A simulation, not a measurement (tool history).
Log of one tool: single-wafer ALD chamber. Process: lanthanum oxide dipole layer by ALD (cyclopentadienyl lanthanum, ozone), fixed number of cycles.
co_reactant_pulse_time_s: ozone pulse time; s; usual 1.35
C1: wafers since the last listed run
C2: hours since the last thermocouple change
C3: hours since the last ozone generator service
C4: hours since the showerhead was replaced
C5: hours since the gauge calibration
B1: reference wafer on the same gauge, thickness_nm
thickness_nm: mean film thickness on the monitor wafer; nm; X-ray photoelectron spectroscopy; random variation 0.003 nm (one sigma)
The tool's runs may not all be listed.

run 1 day=0.000 | co_reactant_pulse_time_s=1.35 | C1=0 C2=731.7 C3=1649.1 C4=1637.6 C5=345.0 | B1=0.633 | thickness_nm=0.535
run 2 day=0.567 | co_reactant_pulse_time_s=1.35 | C1=270 C2=745.3 C3=1662.7 C4=1651.2 C5=358.6 | B1=0.633 | thickness_nm=0.535
run 3 day=1.100 | co_reactant_pulse_time_s=0.93 | C1=254 C2=758.1 C3=1675.5 C4=1664.0 C5=371.4 | B1=0.633 | thickness_nm=0.498
run 4 day=3.775 | co_reactant_pulse_time_s=0.93 | C1=1278 C2=822.3 C3=1739.7 C4=1728.2 C5=435.6 | B1=0.633 | thickness_nm=0.491
run 5 day=5.100 | co_reactant_pulse_time_s=1.50 | C1=633 C2=854.1 C3=1771.5 C4=1760.0 C5=467.4 | B1=0.634 | thickness_nm=0.539
run 6 day=6.300 | co_reactant_pulse_time_s=1.50 | C1=573 C2=882.9 C3=1800.3 C4=1788.8 C5=496.2 | B1=0.633 | thickness_nm=0.543
run 7 day=7.021 | co_reactant_pulse_time_s=1.35 | C1=344 C2=900.2 C3=1817.6 C4=1806.1 C5=513.5 | B1=0.633 | thickness_nm=0.524
run 8 day=8.075 | co_reactant_pulse_time_s=1.35 | C1=503 C2=925.5 C3=1842.9 C4=1831.4 C5=538.8 | B1=0.633 | thickness_nm=0.534
run 9 day=9.142 | co_reactant_pulse_time_s=1.35 | C1=509 C2=951.1 C3=1868.5 C4=1857.0 C5=564.4 | B1=0.631 | thickness_nm=0.533
run 10 day=10.100 | co_reactant_pulse_time_s=1.54 | C1=458 C2=974.1 C3=1891.5 C4=1880.0 C5=587.4 | B1=0.633 | thickness_nm=0.537
-- day=10.558 gauge calibrated
run 11 day=10.983 | co_reactant_pulse_time_s=1.54 | C1=422 C2=995.3 C3=1912.7 C4=1901.2 C5=10.2 | B1=0.631 | thickness_nm=0.539
run 12 day=11.754 | co_reactant_pulse_time_s=1.35 | C1=368 C2=1013.8 C3=1931.2 C4=1919.7 C5=28.7 | B1=0.633 | thickness_nm=0.526
run 13 day=12.583 | co_reactant_pulse_time_s=1.35 | C1=396 C2=1033.7 C3=1951.1 C4=1939.6 C5=48.6 | B1=0.633 | thickness_nm=0.529
run 14 day=14.925 | co_reactant_pulse_time_s=1.35 | C1=1119 C2=1089.9 C3=2007.3 C4=1995.8 C5=104.8 | B1=0.633 | thickness_nm=0.528
-- day=15.275 ozone generator serviced
run 15 day=15.871 | co_reactant_pulse_time_s=1.35 | C1=292 C2=1112.6 C3=14.3 C4=2018.5 C5=127.5 | B1=0.633 | thickness_nm=0.495
run 16 day=17.112 | co_reactant_pulse_time_s=1.63 | C1=593 C2=1142.4 C3=44.1 C4=2048.3 C5=157.3 | B1=0.633 | thickness_nm=0.516
run 17 day=18.479 | co_reactant_pulse_time_s=1.35 | C1=653 C2=1175.2 C3=76.9 C4=2081.1 C5=190.1 | B1=0.633 | thickness_nm=0.495
-- day=19.238 thermocouple changed; heater temperature recalibrated
run 18 day=19.612 | co_reactant_pulse_time_s=1.87 | C1=382 C2=9.0 C3=104.1 C4=2108.3 C5=217.3 | B1=0.631 | thickness_nm=0.538
-- day=20.871 ozone generator serviced, repeated, since the last time left the tool worse
run 19 day=20.892 | co_reactant_pulse_time_s=1.54 | C1=452 C2=39.7 C3=0.5 C4=2139.0 C5=248.0 | B1=0.633 | thickness_nm=0.563
run 20 day=21.783 | co_reactant_pulse_time_s=1.16 | C1=426 C2=61.1 C3=21.9 C4=2160.4 C5=269.4 | B1=0.633 | thickness_nm=0.543
run 21 day=22.675 | co_reactant_pulse_time_s=1.61 | C1=426 C2=82.5 C3=43.3 C4=2181.8 C5=290.8 | B1=0.631 | thickness_nm=0.570
run 22 day=23.304 | co_reactant_pulse_time_s=1.76 | C1=300 C2=97.6 C3=58.4 C4=2196.9 C5=305.9 | B1=0.632 | thickness_nm=0.574
run 23 day=24.354 | co_reactant_pulse_time_s=1.35 | C1=501 C2=122.8 C3=83.6 C4=2222.1 C5=331.1 | B1=0.632 | thickness_nm=0.549
run 24 day=25.821 | co_reactant_pulse_time_s=1.18 | C1=701 C2=158.0 C3=118.8 C4=2257.3 C5=366.3 | B1=0.634 | thickness_nm=0.547
run 25 day=27.004 | co_reactant_pulse_time_s=1.05 | C1=565 C2=186.4 C3=147.2 C4=2285.7 C5=394.7 | B1=0.632 | thickness_nm=0.531
run 26 day=28.071 | co_reactant_pulse_time_s=1.04 | C1=509 C2=212.0 C3=172.8 C4=2311.3 C5=420.3 | B1=0.633 | thickness_nm=0.526
-- day=29.633 showerhead replaced
run 27 day=29.654 | co_reactant_pulse_time_s=1.19 | C1=597 C2=250.0 C3=210.8 C4=0.5 C5=458.3 | B1=0.632 | thickness_nm=0.540
run 28 day=30.208 | co_reactant_pulse_time_s=1.06 | C1=264 C2=263.3 C3=224.1 C4=13.8 C5=471.6 | B1=0.634 | thickness_nm=0.534
run 29 day=31.104 | co_reactant_pulse_time_s=1.00 | C1=428 C2=284.8 C3=245.6 C4=35.3 C5=493.1 | B1=0.633 | thickness_nm=0.531
run 30 day=32.321 | co_reactant_pulse_time_s=1.35 | C1=581 C2=314.0 C3=274.8 C4=64.5 C5=522.3 | B1=0.634 | thickness_nm=0.552
run 31 day=33.362 | co_reactant_pulse_time_s=1.01 | C1=497 C2=339.0 C3=299.8 C4=89.5 C5=547.3 | B1=0.632 | thickness_nm=0.533
run 32 day=34.308 | co_reactant_pulse_time_s=1.49 | C1=452 C2=361.7 C3=322.5 C4=112.2 C5=570.0 | B1=0.633 | thickness_nm=0.568
-- day=34.900 gauge calibrated
run 33 day=35.762 | co_reactant_pulse_time_s=1.08 | C1=695 C2=396.6 C3=357.4 C4=147.1 C5=20.7 | B1=0.634 | thickness_nm=0.537
run 34 day=37.146 | co_reactant_pulse_time_s=1.11 | C1=661 C2=429.8 C3=390.6 C4=180.3 C5=53.9 | B1=0.632 | thickness_nm=0.538
run 35 day=40.379 | co_reactant_pulse_time_s=1.53 | C1=1545 C2=507.4 C3=468.2 C4=257.9 C5=131.5 | B1=0.633 | thickness_nm=0.565

3 ways to go on from here, each from the tool as it stands after run 35. What would each give?
run A day=40.396 | co_reactant_pulse_time_s=1.35 | C1=7 C2=507.8 C3=468.6 C4=258.3 C5=131.9 | B1=? | thickness_nm=?
run B day=40.396 | co_reactant_pulse_time_s=1.69 | C1=7 C2=507.8 C3=468.6 C4=258.3 C5=131.9 | B1=? | thickness_nm=?
run C day=40.396 | co_reactant_pulse_time_s=0.83 | C1=7 C2=507.8 C3=468.6 C4=258.3 C5=131.9 | B1=? | thickness_nm=?

run=A B1=0.631 thickness_nm=0.550
run=B B1=0.631 thickness_nm=0.566
run=C B1=0.631 thickness_nm=0.504
Without the tool's hidden state the same runs would have given:
run=A thickness_nm=0.552
run=B thickness_nm=0.567
run=C thickness_nm=0.507
